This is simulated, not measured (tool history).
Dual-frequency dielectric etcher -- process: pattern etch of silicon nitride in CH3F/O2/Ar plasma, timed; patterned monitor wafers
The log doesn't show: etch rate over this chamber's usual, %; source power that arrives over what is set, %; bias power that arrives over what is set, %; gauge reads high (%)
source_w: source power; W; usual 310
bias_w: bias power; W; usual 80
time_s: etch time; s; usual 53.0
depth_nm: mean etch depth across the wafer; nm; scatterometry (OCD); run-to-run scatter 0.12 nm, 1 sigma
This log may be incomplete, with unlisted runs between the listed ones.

run	hour	source_w	bias_w	time_s	wafers since the last listed run	hours since the last wet clean	hours since the last source power generator calibration	hours since the last bias power generator calibration	hours since the last upper electrode change	hours since the gauge calibration	read-back reference wafer on the same gauge, depth_nm	depth_nm
1	0.0	310	90	53.0	0	493.6	2734.3	4403.7	2266.6	400.4	38.47	36.93
# hour 1.5: wet clean of the chamber
2	107.3	340	80	41.5	912	105.8	2841.6	4511.0	2373.9	507.7	38.51	28.28
3	199.6	310	80	53.0	796	198.1	2933.9	4603.3	2466.2	600.0	38.55	35.15
4	284.4	310	80	53.0	731	282.9	3018.7	4688.1	2551.0	684.8	38.54	35.69
5	377.2	310	80	53.0	800	375.7	3111.5	4780.9	2643.8	777.6	38.51	35.82
6	438.0	310	80	53.0	524	436.5	3172.3	4841.7	2704.6	838.4	38.48	35.68
# hour 467.5: wet clean of the chamber
7	485.4	310	80	53.0	201	17.9	3219.7	4889.1	2752.0	885.8	38.45	34.89
# hour 534.9: bias power generator calibrated
8	579.3	310	80	53.0	775	111.8	3313.6	44.4	2845.9	979.7	38.54	34.97
# hour 624.3: upper electrode replaced
9	638.3	310	80	58.0	301	170.8	3372.6	103.4	14.0	1038.7	38.47	38.66
# hour 661.9: gauge calibrated
10	763.4	310	68	59.0	1078	295.9	3497.7	228.5	139.1	101.5	38.49	37.90
11	815.2	390	62	40.0	446	347.7	3549.5	280.3	190.9	153.3	38.48	27.07
# hour 829.4: source power generator calibrated
# hour 867.6: wet clean of the chamber
12	893.3	310	71	66.0	432	25.7	63.9	358.4	269.0	231.4	38.54	42.41
13	988.2	310	80	53.0	818	120.6	158.8	453.3	363.9	326.3	38.50	35.37
14	1093.3	260	80	39.0	906	225.7	263.9	558.4	469.0	431.4	38.48	24.99

Branching from run 14: 3 alternative next runs. What would each branch give?
A	1093.7	310	80	53.0	3	226.1	264.3	558.8	469.4	431.8	?	?
B	1093.7	290	80	43.5	3	226.1	264.3	558.8	469.4	431.8	?	?
C	1093.7	340	90	60.5	3	226.1	264.3	558.8	469.4	431.8	?	?

run	read-back reference wafer on the same gauge, depth_nm	depth_nm
A	38.48	35.66
B	38.48	28.74
C	38.48	43.09
Stripped of hidden state, with their random variation kept, the same runs would have yielded:
run	depth_nm
A	35.22
B	28.38
C	42.56
